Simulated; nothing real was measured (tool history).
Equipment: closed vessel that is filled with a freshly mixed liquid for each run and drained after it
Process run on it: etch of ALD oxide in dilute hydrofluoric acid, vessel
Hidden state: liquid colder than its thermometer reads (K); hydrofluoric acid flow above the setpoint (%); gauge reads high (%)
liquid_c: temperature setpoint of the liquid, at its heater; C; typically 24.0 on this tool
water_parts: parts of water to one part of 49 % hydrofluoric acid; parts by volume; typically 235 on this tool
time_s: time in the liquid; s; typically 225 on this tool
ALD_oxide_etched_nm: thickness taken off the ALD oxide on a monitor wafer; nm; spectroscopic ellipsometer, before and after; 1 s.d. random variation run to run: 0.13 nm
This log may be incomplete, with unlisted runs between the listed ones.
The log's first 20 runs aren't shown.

run   hour  liquid_c  water_parts  time_s  wafers since the last listed run  hours since the thermometer was replaced  hours since the hydrofluoric acid flow meter was replaced  hours since the gauge calibration  read-back film thickness of the ALD oxide reference wafer, read on the same gauge (nm)  ALD_oxide_etched_nm
 21  554.5      24.0          235     225                              1765                                     237.4                                                      152.0                              792.3                                                                                   69.99                13.98
 22  587.4      28.5          155     275                              2752                                     270.3                                                      184.9                              825.2                                                                                   69.97                33.47
 23  613.6      28.0          295     315                              2191                                     296.5                                                      211.1                              851.4                                                                                   70.02                16.70
     630.3  -- gauge calibrated
 24  638.1      24.0          330     225                              2049                                     321.0                                                      235.6                                7.8                                                                                   69.96                 9.15
 25  655.2      24.0          235     260                              1430                                     338.1                                                      252.7                               24.9                                                                                   70.07                16.22
 26  681.2      24.0          160     100                              2174                                     364.1                                                      278.7                               50.9                                                                                   70.00                 9.80
 27  707.0      19.5          235     225                              2158                                     389.9                                                      304.5                               76.7                                                                                   69.94                11.80
 28  723.0      25.5          235     320                              1338                                     405.9                                                      320.5                               92.7                                                                                   70.01                20.91
 29  752.7      24.0          135     125                              2484                                     435.6                                                      350.2                              122.4                                                                                   70.04                15.11
 30  768.6      24.0          235     225                              1330                                     451.5                                                      366.1                              138.3                                                                                   70.07                14.19
 31  797.3      25.5          295     140                              2400                                     480.2                                                      394.8                              167.0                                                                                   69.97                 6.88
 32  809.7      24.0          235     225                              1037                                     492.6                                                      407.2                              179.4                                                                                   70.01                14.05

What will run 33 give?
 33  826.0      25.5          295     140                              1363                                     508.9                                                      423.5                              195.7                                                                                       ?                    ?

For run 33 the tool returned read-back film thickness of the ALD oxide reference wafer, read on the same gauge (nm) 70.03, ALD_oxide_etched_nm 6.77 nm.
With no hidden state in the tool, this same run would have given ALD_oxide_etched_nm 6.73 nm.
